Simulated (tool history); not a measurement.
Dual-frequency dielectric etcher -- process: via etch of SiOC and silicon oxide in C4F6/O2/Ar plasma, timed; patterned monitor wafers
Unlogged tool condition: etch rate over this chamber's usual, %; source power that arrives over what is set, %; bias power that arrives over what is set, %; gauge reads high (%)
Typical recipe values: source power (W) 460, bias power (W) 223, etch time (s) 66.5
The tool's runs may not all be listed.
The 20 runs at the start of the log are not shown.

run,hour,source power (W),bias power (W),etch time (s),wafers since the last listed run,hours since the last wet clean,hours since the last source power generator calibration,hours since the last bias power generator calibration,hours since the last upper electrode change,hours since the gauge calibration,"read-back reference wafer on the same gauge, depth_nm",mean etch depth across the wafer (Å)
21,1100.6,530,241,66.5,438,303.5,4377.4,519,533.1,462,76.7,1013
22,1137.1,460,223,49,561,340,4413.9,555.5,569.6,498.5,76.7,687
# hour 1162.3: source power generator calibrated
23,1205.6,420,223,66.5,992,408.5,43.3,624,638.1,567,76.7,893
# hour 1247.1: wet clean of the chamber
24,1247.6,550,223,58.5,277,0.5,85.3,666,680.1,609,76.7,848
25,1303.1,510,242,86.5,854,56,140.8,721.5,735.6,664.5,76.7,1262
26,1394.2,460,223,66.5,1401,147.1,231.9,812.6,826.7,755.6,76.7,911
27,1434.8,460,223,66.5,624,187.7,272.5,853.2,867.3,796.2,76.7,916
28,1461.4,460,223,84.5,409,214.3,299.1,879.8,893.9,822.8,76.6,1166
29,1486.5,350,223,76,386,239.4,324.2,904.9,919,847.9,76.7,953
30,1521,510,169,66.5,530,273.9,358.7,939.4,953.5,882.4,76.7,857
31,1554.4,460,223,66.5,514,307.3,392.1,972.8,986.9,915.8,76.7,921

Branching from run 31: 3 alternative next runs. What would each branch give?
A,1554.8,460,223,66.5,6,307.7,392.5,973.2,987.3,916.2,?,?
B,1554.8,370,194,66.5,6,307.7,392.5,973.2,987.3,916.2,?,?
C,1554.8,520,207,49.5,6,307.7,392.5,973.2,987.3,916.2,?,?

run,"read-back reference wafer on the same gauge, depth_nm",mean etch depth across the wafer (Å)
A,76.7,923
B,76.7,809
C,76.7,697
Had the tool no hidden state, the same runs would have come out as:
run,mean etch depth across the wafer (Å)
A,905
B,793
C,683

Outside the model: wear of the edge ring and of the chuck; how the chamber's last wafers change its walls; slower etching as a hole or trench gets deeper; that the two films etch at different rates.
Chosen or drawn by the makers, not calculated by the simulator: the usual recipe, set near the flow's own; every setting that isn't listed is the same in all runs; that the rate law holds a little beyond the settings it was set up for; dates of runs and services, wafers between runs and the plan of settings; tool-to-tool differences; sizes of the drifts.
